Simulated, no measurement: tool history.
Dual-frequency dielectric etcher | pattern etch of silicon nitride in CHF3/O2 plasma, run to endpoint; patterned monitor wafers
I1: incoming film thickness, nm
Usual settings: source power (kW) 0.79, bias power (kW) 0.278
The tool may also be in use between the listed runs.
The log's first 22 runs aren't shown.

run 23 day=13.338 | source_power_(kW)=0.87 bias_power_(kW)=0.34 | I1=99.9 | endpoint_time_(s)=44.3
run 24 day=13.35 | source_power_(kW)=0.65 bias_power_(kW)=0.341 | I1=100.5 | endpoint_time_(s)=50.3
-- day=13.738 bias power generator calibrated
-- day=14.383 source power generator calibrated
-- day=14.654 upper electrode replaced
run 25 day=14.675 | source_power_(kW)=0.95 bias_power_(kW)=0.214 | I1=100.5 | endpoint_time_(s)=49.4
run 26 day=14.688 | source_power_(kW)=0.79 bias_power_(kW)=0.278 | I1=100.2 | endpoint_time_(s)=48.8
run 27 day=14.842 | source_power_(kW)=0.98 bias_power_(kW)=0.306 | I1=100.7 | endpoint_time_(s)=43.9
run 28 day=15.142 | source_power_(kW)=0.72 bias_power_(kW)=0.326 | I1=100 | endpoint_time_(s)=48.3
run 29 day=15.888 | source_power_(kW)=0.79 bias_power_(kW)=0.278 | I1=101.3 | endpoint_time_(s)=49.7
run 30 day=16.417 | source_power_(kW)=0.64 bias_power_(kW)=0.258 | I1=101.5 | endpoint_time_(s)=56.1

The next listed run, before its measurement:
run 31 day=16.683 | source_power_(kW)=0.97 bias_power_(kW)=0.246 | I1=100.4 | endpoint_time_(s)=?

Run 31 gave endpoint time (s) 46.7.
Without the tool's hidden state the same run would have given endpoint time (s) 46.4.
